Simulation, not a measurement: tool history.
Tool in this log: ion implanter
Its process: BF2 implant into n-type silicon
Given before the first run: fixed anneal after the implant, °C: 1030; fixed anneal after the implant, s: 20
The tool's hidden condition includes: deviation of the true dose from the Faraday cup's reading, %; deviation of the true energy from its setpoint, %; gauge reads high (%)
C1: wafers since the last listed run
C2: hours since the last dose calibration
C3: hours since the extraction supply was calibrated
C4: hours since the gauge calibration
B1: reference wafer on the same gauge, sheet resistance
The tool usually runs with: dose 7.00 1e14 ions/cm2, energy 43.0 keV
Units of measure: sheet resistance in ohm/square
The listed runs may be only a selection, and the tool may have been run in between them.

{"run": 1, "day": 0.0, "dose": 8.35, "energy": 36.0, "C1": 0, "C2": 1149.8, "C3": 4147.4, "C4": 537.1, "B1": 141.57, "sheet resistance": 155.67}
{"run": 2, "day": 4.042, "dose": 8.35, "energy": 36.0, "C1": 1973, "C2": 1246.8, "C3": 4244.4, "C4": 634.1, "B1": 142.27, "sheet resistance": 157.39}
{"run": 3, "day": 5.712, "dose": 5.95, "energy": 43.0, "C1": 815, "C2": 1286.9, "C3": 4284.5, "C4": 674.2, "B1": 141.61, "sheet resistance": 202.01}
{"run": 4, "day": 7.533, "dose": 5.95, "energy": 43.0, "C1": 888, "C2": 1330.6, "C3": 4328.2, "C4": 717.9, "B1": 141.93, "sheet resistance": 200.22}
{"day": 8.575, "done": "Faraday cup replaced and dose calibrated"}
{"run": 5, "day": 9.15, "dose": 5.95, "energy": 43.0, "C1": 626, "C2": 13.8, "C3": 4367.0, "C4": 756.7, "B1": 142.02, "sheet resistance": 195.76}
{"run": 6, "day": 13.067, "dose": 7.0, "energy": 43.0, "C1": 1912, "C2": 107.8, "C3": 4461.0, "C4": 850.7, "B1": 142.37, "sheet resistance": 171.95}
{"run": 7, "day": 15.608, "dose": 7.0, "energy": 36.5, "C1": 1240, "C2": 168.8, "C3": 4522.0, "C4": 911.7, "B1": 141.96, "sheet resistance": 176.55}
{"run": 8, "day": 28.971, "dose": 7.0, "energy": 43.0, "C1": 6523, "C2": 489.5, "C3": 4842.7, "C4": 1232.4, "B1": 142.2, "sheet resistance": 173.15}
{"run": 9, "day": 32.55, "dose": 7.0, "energy": 35.0, "C1": 1747, "C2": 575.4, "C3": 4928.6, "C4": 1318.3, "B1": 142.0, "sheet resistance": 178.39}
{"run": 10, "day": 35.317, "dose": 7.0, "energy": 43.0, "C1": 1350, "C2": 641.8, "C3": 4995.0, "C4": 1384.7, "B1": 141.9, "sheet resistance": 173.43}
{"run": 11, "day": 38.754, "dose": 7.0, "energy": 43.0, "C1": 1678, "C2": 724.3, "C3": 5077.5, "C4": 1467.2, "B1": 142.01, "sheet resistance": 175.33}
{"run": 12, "day": 41.454, "dose": 7.0, "energy": 43.0, "C1": 1318, "C2": 789.1, "C3": 5142.3, "C4": 1532.0, "B1": 141.89, "sheet resistance": 175.18}
{"run": 13, "day": 43.046, "dose": 7.0, "energy": 43.0, "C1": 777, "C2": 827.3, "C3": 5180.5, "C4": 1570.2, "B1": 142.2, "sheet resistance": 176.12}
{"run": 14, "day": 46.025, "dose": 7.0, "energy": 43.0, "C1": 1454, "C2": 898.8, "C3": 5252.0, "C4": 1641.7, "B1": 141.82, "sheet resistance": 176.45}
{"run": 15, "day": 48.462, "dose": 5.35, "energy": 43.0, "C1": 1189, "C2": 957.3, "C3": 5310.5, "C4": 1700.2, "B1": 141.85, "sheet resistance": 221.01}
{"run": 16, "day": 50.538, "dose": 7.0, "energy": 43.0, "C1": 1013, "C2": 1007.1, "C3": 5360.3, "C4": 1750.0, "B1": 142.24, "sheet resistance": 175.01}
{"run": 17, "day": 54.167, "dose": 7.0, "energy": 43.0, "C1": 1771, "C2": 1094.2, "C3": 5447.4, "C4": 1837.1, "B1": 141.95, "sheet resistance": 177.29}
{"run": 18, "day": 58.067, "dose": 7.0, "energy": 34.0, "C1": 1903, "C2": 1187.8, "C3": 5541.0, "C4": 1930.7, "B1": 141.7, "sheet resistance": 182.37}
{"run": 19, "day": 59.988, "dose": 7.0, "energy": 43.0, "C1": 937, "C2": 1233.9, "C3": 5587.1, "C4": 1976.8, "B1": 142.21, "sheet resistance": 176.79}
{"run": 20, "day": 64.475, "dose": 7.0, "energy": 43.0, "C1": 2190, "C2": 1341.6, "C3": 5694.8, "C4": 2084.5, "B1": 142.33, "sheet resistance": 176.57}
{"day": 65.475, "done": "gauge calibrated"}
{"run": 21, "day": 66.612, "dose": 7.0, "energy": 43.0, "C1": 1043, "C2": 1392.9, "C3": 5746.1, "C4": 27.3, "B1": 142.04, "sheet resistance": 174.31}
{"run": 22, "day": 70.821, "dose": 7.0, "energy": 43.0, "C1": 2054, "C2": 1493.9, "C3": 5847.1, "C4": 128.3, "B1": 142.0, "sheet resistance": 175.83}
{"run": 23, "day": 73.567, "dose": 7.0, "energy": 52.0, "C1": 1340, "C2": 1559.8, "C3": 5913.0, "C4": 194.2, "B1": 141.83, "sheet resistance": 173.65}
{"run": 24, "day": 76.608, "dose": 4.9, "energy": 34.0, "C1": 1484, "C2": 1632.8, "C3": 5986.0, "C4": 267.2, "B1": 142.19, "sheet resistance": 246.0}
{"run": 25, "day": 80.246, "dose": 5.49, "energy": 49.0, "C1": 1775, "C2": 1720.1, "C3": 6073.3, "C4": 354.5, "B1": 141.86, "sheet resistance": 214.95}
{"day": 81.254, "done": "Faraday cup replaced and dose calibrated"}
{"run": 26, "day": 82.304, "dose": 5.84, "energy": 36.5, "C1": 842, "C2": 25.2, "C3": 6122.7, "C4": 403.9, "B1": 142.13, "sheet resistance": 198.13}
{"day": 83.096, "done": "extraction supply calibrated"}
{"run": 27, "day": 86.317, "dose": 8.91, "energy": 54.5, "C1": 1796, "C2": 121.5, "C3": 77.3, "C4": 500.2, "B1": 141.82, "sheet resistance": 134.61}
{"run": 28, "day": 89.358, "dose": 7.0, "energy": 33.0, "C1": 1484, "C2": 194.5, "C3": 150.3, "C4": 573.2, "B1": 141.83, "sheet resistance": 174.96}
{"run": 29, "day": 92.971, "dose": 7.0, "energy": 43.0, "C1": 1763, "C2": 281.2, "C3": 237.0, "C4": 659.9, "B1": 142.01, "sheet resistance": 168.96}
{"run": 30, "day": 96.842, "dose": 7.0, "energy": 43.0, "C1": 1889, "C2": 374.1, "C3": 329.9, "C4": 752.8, "B1": 141.93, "sheet resistance": 171.04}
{"run": 31, "day": 99.829, "dose": 8.65, "energy": 33.0, "C1": 1458, "C2": 445.8, "C3": 401.6, "C4": 824.5, "B1": 142.11, "sheet resistance": 152.91}
{"run": 32, "day": 101.554, "dose": 5.27, "energy": 33.5, "C1": 842, "C2": 487.2, "C3": 443.0, "C4": 865.9, "B1": 141.8, "sheet resistance": 226.54}
{"run": 33, "day": 104.983, "dose": 7.0, "energy": 43.0, "C1": 1674, "C2": 569.5, "C3": 525.3, "C4": 948.2, "B1": 142.07, "sheet resistance": 171.89}
{"run": 34, "day": 108.308, "dose": 5.98, "energy": 55.0, "C1": 1623, "C2": 649.3, "C3": 605.1, "C4": 1028.0, "B1": 141.64, "sheet resistance": 192.75}
{"run": 35, "day": 112.717, "dose": 7.86, "energy": 39.0, "C1": 2152, "C2": 755.1, "C3": 710.9, "C4": 1133.8, "B1": 142.05, "sheet resistance": 160.44}
{"run": 36, "day": 115.725, "dose": 5.08, "energy": 35.0, "C1": 1468, "C2": 827.3, "C3": 783.1, "C4": 1206.0, "B1": 141.63, "sheet resistance": 230.42}
{"run": 37, "day": 119.604, "dose": 4.95, "energy": 30.5, "C1": 1893, "C2": 920.4, "C3": 876.2, "C4": 1299.1, "B1": 141.87, "sheet resistance": 244.1}

What if the next run were any one of these 4? Each begins from the tool's condition after run 37:
{"run": "A", "day": 119.621, "dose": 7.0, "energy": 47.0, "C1": 8, "C2": 920.8, "C3": 876.6, "C4": 1299.5, "B1": "?", "sheet resistance": "?"}
{"run": "B", "day": 119.621, "dose": 5.63, "energy": 28.5, "C1": 8, "C2": 920.8, "C3": 876.6, "C4": 1299.5, "B1": "?", "sheet resistance": "?"}
{"run": "C", "day": 119.621, "dose": 4.97, "energy": 31.5, "C1": 8, "C2": 920.8, "C3": 876.6, "C4": 1299.5, "B1": "?", "sheet resistance": "?"}
{"run": "D", "day": 119.621, "dose": 8.84, "energy": 29.0, "C1": 8, "C2": 920.8, "C3": 876.6, "C4": 1299.5, "B1": "?", "sheet resistance": "?"}

run=A B1=141.79 sheet_resistance=172.99
run=B B1=141.79 sheet_resistance=220.07
run=C B1=141.79 sheet_resistance=241.29
run=D B1=141.79 sheet_resistance=155.89
With the hidden condition removed and each run's random variation left untouched, the same runs would have given:
run=A sheet_resistance=167.98
run=B sheet_resistance=214.11
run=C sheet_resistance=234.53
run=D sheet_resistance=152.44
